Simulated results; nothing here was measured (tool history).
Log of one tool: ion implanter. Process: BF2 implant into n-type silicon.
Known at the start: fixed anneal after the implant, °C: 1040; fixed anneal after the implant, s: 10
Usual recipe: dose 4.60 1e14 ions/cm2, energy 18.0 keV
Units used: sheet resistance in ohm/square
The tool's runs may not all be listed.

| run | hour | dose | energy | read-back reference wafer on the same gauge, sheet resistance | sheet resistance |
|---|---|---|---|---|---|
| 1 | 0.0 | 4.60 | 18.0 | 263.97 | 261.65 |
| 2 | 28.2 | 4.60 | 18.0 | 263.89 | 261.61 |
| 3 | 42.3 | 3.62 | 18.0 | 264.20 | 316.31 |
| 4 | 59.6 | 3.62 | 18.0 | 263.71 | 315.28 |
| 5 | 140.8 | 4.60 | 18.0 | 263.97 | 261.58 |
| 6 | 176.3 | 4.60 | 18.0 | 263.87 | 261.63 |
| 7 | 198.8 | 4.60 | 18.0 | 264.17 | 261.58 |
| 8 | 213.1 | 4.60 | 18.0 | 264.15 | 261.54 |
| 9 | 245.0 | 4.60 | 18.0 | 264.11 | 262.06 |
| 10 | 279.7 | 4.60 | 18.0 | 263.95 | 260.75 |
| 11 | 304.5 | 4.60 | 18.0 | 263.76 | 261.30 |
|  | 326.9 | extraction supply calibrated |
|  | 335.1 | Faraday cup replaced and dose calibrated |
| 12 | 335.6 | 3.75 | 22.0 | 264.09 | 308.73 |
| 13 | 337.6 | 4.60 | 18.0 | 264.02 | 268.40 |
| 14 | 372.2 | 3.63 | 18.0 | 264.10 | 325.54 |
| 15 | 384.6 | 3.95 | 14.5 | 264.03 | 313.08 |
| 16 | 401.1 | 4.60 | 24.5 | 264.17 | 256.68 |
|  | 415.3 | Faraday cup replaced and dose calibrated, repeated, since the last time left the tool worse |
| 17 | 417.7 | 4.60 | 18.0 | 264.01 | 256.15 |
| 18 | 436.5 | 4.60 | 22.0 | 263.96 | 247.33 |
|  | 444.2 | gauge calibrated |
| 19 | 471.1 | 5.90 | 18.0 | 263.96 | 213.82 |
| 20 | 491.1 | 4.60 | 12.0 | 264.24 | 278.87 |
| 21 | 523.1 | 5.24 | 22.0 | 263.85 | 223.82 |
| 22 | 542.1 | 4.60 | 18.0 | 264.00 | 256.00 |
| 23 | 561.4 | 3.71 | 21.5 | 264.11 | 297.21 |

What if the next run were any one of these 3? Each begins from the tool's condition after run 23:
| A | 561.8 | 4.60 | 18.0 | ? | ? |
| B | 561.8 | 4.60 | 20.5 | ? | ? |
| C | 561.8 | 5.07 | 18.0 | ? | ? |

| run | read-back reference wafer on the same gauge, sheet resistance | sheet resistance |
|---|---|---|
| A | 264.06 | 257.11 |
| B | 264.06 | 251.65 |
| C | 264.06 | 239.01 |
The same runs, with their run-to-run variation unchanged, on a tool lacking any hidden condition would have given:
| run | sheet resistance |
|---|---|
| A | 255.61 |
| B | 250.14 |
| C | 237.67 |

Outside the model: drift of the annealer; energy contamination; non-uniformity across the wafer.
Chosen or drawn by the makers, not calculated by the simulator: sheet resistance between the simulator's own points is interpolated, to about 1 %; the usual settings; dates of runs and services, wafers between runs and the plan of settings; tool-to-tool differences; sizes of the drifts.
